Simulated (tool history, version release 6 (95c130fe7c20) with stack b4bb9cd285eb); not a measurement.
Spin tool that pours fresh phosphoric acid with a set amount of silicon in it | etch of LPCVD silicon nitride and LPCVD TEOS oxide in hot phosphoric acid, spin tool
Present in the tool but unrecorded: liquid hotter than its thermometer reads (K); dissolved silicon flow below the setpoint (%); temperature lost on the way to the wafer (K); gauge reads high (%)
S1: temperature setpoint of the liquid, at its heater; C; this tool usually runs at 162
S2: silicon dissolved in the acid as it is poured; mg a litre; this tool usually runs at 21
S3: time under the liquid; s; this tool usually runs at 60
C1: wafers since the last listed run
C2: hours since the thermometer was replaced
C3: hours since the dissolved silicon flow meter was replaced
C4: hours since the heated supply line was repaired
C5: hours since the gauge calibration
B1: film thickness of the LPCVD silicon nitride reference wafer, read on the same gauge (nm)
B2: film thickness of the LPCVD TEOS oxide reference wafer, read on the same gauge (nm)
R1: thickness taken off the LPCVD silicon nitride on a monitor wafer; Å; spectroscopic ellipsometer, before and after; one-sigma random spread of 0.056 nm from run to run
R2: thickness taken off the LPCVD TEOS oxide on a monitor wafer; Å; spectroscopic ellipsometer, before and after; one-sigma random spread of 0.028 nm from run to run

| run | hour | S1 | S2 | S3 | C1 | C2 | C3 | C4 | C5 | B1 | B2 | R1 | R2 |
|---|---|---|---|---|---|---|---|---|---|---|---|---|---|
| 1 | 0 | 162 | 21 | 60 | 0 | 2392.7 | 1633.6 | 1858.3 | 236.6 | 90 | 139.975 | 58.3 | 2.19 |
| 2 | 19 | 162 | 21 | 60 | 169 | 2411.7 | 1652.6 | 1877.3 | 255.6 | 90 | 140.002 | 59.2 | 2.48 |
|  | 33.9 | gauge calibrated |
| 3 | 49.7 | 162 | 21 | 60 | 274 | 2442.4 | 1683.3 | 1908 | 15.8 | 90 | 140.003 | 58.6 | 2.61 |
| 4 | 81.6 | 162 | 21 | 70 | 284 | 2474.3 | 1715.2 | 1939.9 | 47.7 | 90.02 | 139.994 | 67.5 | 2.99 |
| 5 | 101.7 | 162 | 21 | 70 | 179 | 2494.4 | 1735.3 | 1960 | 67.8 | 90.03 | 139.997 | 68.1 | 3.35 |
| 6 | 124.9 | 162 | 21 | 60 | 207 | 2517.6 | 1758.5 | 1983.2 | 91 | 90.01 | 139.978 | 58.6 | 2.45 |
|  | 145.8 | heated supply line repaired |
| 7 | 156.7 | 162 | 21 | 60 | 275 | 2549.4 | 1790.3 | 10.9 | 122.8 | 90 | 139.996 | 58.9 | 2.68 |
| 8 | 170.4 | 162 | 21 | 60 | 122 | 2563.1 | 1804 | 24.6 | 136.5 | 89.99 | 139.995 | 57.4 | 2.47 |
| 9 | 186.6 | 162 | 21 | 40 | 144 | 2579.3 | 1820.2 | 40.8 | 152.7 | 89.99 | 140.004 | 39 | 1.89 |
|  | 196.7 | thermometer replaced |
| 10 | 200.5 | 160.5 | 21 | 60 | 115 | 3.8 | 1834.1 | 54.7 | 166.6 | 90.01 | 139.974 | 56.6 | 2.69 |
| 11 | 219.3 | 164.5 | 8.5 | 60 | 167 | 22.6 | 1852.9 | 73.5 | 185.4 | 89.98 | 139.986 | 62.9 | 4.22 |
| 12 | 234.8 | 162 | 6 | 60 | 138 | 38.1 | 1868.4 | 89 | 200.9 | 90.01 | 139.972 | 57.9 | 4.03 |
| 13 | 260.8 | 162 | 21 | 60 | 232 | 64.1 | 1894.4 | 115 | 226.9 | 89.97 | 140.012 | 58.9 | 2.89 |
| 14 | 286.5 | 162 | 21 | 70 | 229 | 89.8 | 1920.1 | 140.7 | 252.6 | 89.98 | 139.995 | 67.4 | 2.39 |
|  | 296 | dissolved silicon flow meter replaced |
|  | 298.6 | gauge calibrated |
| 15 | 309.2 | 160.5 | 27 | 95 | 193 | 112.5 | 13.2 | 163.4 | 10.6 | 89.99 | 139.981 | 87.4 | 2.95 |
| 16 | 340.2 | 161 | 21 | 75 | 276 | 143.5 | 44.2 | 194.4 | 41.6 | 89.99 | 140.021 | 70.8 | 2.35 |
| 17 | 353.5 | 160 | 21 | 45 | 118 | 156.8 | 57.5 | 207.7 | 54.9 | 90 | 140.012 | 40.8 | 1.63 |
| 18 | 365.8 | 160 | 21 | 25 | 109 | 169.1 | 69.8 | 220 | 67.2 | 89.99 | 139.989 | 22.6 | 0.94 |
| 19 | 391.8 | 162 | 21 | 30 | 232 | 195.1 | 95.8 | 246 | 93.2 | 89.97 | 139.991 | 28.7 | 1.18 |

Consider 4 possible next runs. They are alternatives, not a sequence: every one starts from the tool as it was left by run 19. What does each give?
| A | 392.2 | 162 | 21 | 60 | 3 | 195.5 | 96.2 | 246.4 | 93.6 | ? | ? | ? | ? |
| B | 392.2 | 163.5 | 21 | 45 | 3 | 195.5 | 96.2 | 246.4 | 93.6 | ? | ? | ? | ? |
| C | 392.2 | 162 | 21 | 45 | 3 | 195.5 | 96.2 | 246.4 | 93.6 | ? | ? | ? | ? |
| D | 392.2 | 160 | 21 | 60 | 3 | 195.5 | 96.2 | 246.4 | 93.6 | ? | ? | ? | ? |

| run | B1 | B2 | R1 | R2 |
|---|---|---|---|---|
| A | 90.01 | 139.987 | 57.6 | 2.75 |
| B | 90.01 | 139.987 | 45.4 | 2.3 |
| C | 90.01 | 139.987 | 43.2 | 2.06 |
| D | 90.01 | 139.987 | 53.9 | 2.37 |
With no hidden state in the tool, these same runs would have given:
| run | R1 | R2 |
|---|---|---|
| A | 57.6 | 2.75 |
| B | 45.4 | 2.3 |
| C | 43.2 | 2.06 |
| D | 53.9 | 2.37 |

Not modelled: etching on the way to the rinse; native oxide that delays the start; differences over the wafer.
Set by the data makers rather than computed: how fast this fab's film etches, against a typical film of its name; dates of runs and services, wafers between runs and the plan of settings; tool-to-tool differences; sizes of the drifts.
